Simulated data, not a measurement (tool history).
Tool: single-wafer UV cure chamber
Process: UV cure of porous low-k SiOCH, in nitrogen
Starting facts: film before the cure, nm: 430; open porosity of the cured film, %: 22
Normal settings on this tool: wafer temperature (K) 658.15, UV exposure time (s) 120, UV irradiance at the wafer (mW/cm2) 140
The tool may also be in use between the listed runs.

run	hour	wafer temperature (K)	UV exposure time (s)	UV irradiance at the wafer (mW/cm2)	wafers since the last listed run	hours since the UV bulbs were replaced	wafers since the quartz window was cleaned	loss of film thickness in the cure (%)
1	0.0	658.15	120	140	0	1266.2	441	10.601
2	202.2	658.15	120	140	1329	1468.4	1771	10.179
# hour 243.5: quartz window cleaned
3	253.9	658.15	120	140	287	1520.1	68	9.735
4	297.8	658.15	120	140	288	1564.0	357	9.470
5	339.9	658.15	120	120	276	1606.1	634	8.976
6	366.7	658.15	120	120	176	1632.9	810	8.610
7	415.4	658.15	120	120	320	1681.6	1130	8.616
8	446.5	658.15	120	159	204	1712.7	1335	10.222
9	509.0	658.15	120	159	411	1775.2	1746	9.688
# hour 559.4: quartz window cleaned, repeated, since the last time left the tool worse
10	559.9	658.15	120	159	282	1826.1	3	11.588
11	606.0	658.15	120	149	303	1872.2	306	10.712
12	636.7	658.15	120	149	201	1902.9	508	10.788
13	685.6	663.15	75	158	321	1951.8	829	8.842
14	711.9	671.15	55	140	172	1978.1	1002	6.962
15	762.1	658.15	120	163	330	2028.3	1332	10.766
16	823.2	674.15	120	176	401	2089.4	1734	11.657
# hour 877.9: quartz window cleaned
17	891.9	658.15	120	162	399	2158.1	91	11.261
18	918.7	644.15	100	165	176	2184.9	268	10.285
19	985.4	658.15	120	140	438	2251.6	706	10.486
# hour 1006.8: UV bulbs replaced
20	1111.5	658.15	120	140	776	104.7	1483	10.111

Expected results for the next run?
# hour 1177.7: quartz window cleaned
21	1179.2	643.15	120	140	392	172.4	9	?

loss of film thickness in the cure (%): 10.424
Were there no unlogged condition in the tool, this run, its random variation unchanged, would have produced loss of film thickness in the cure (%) 10.446.
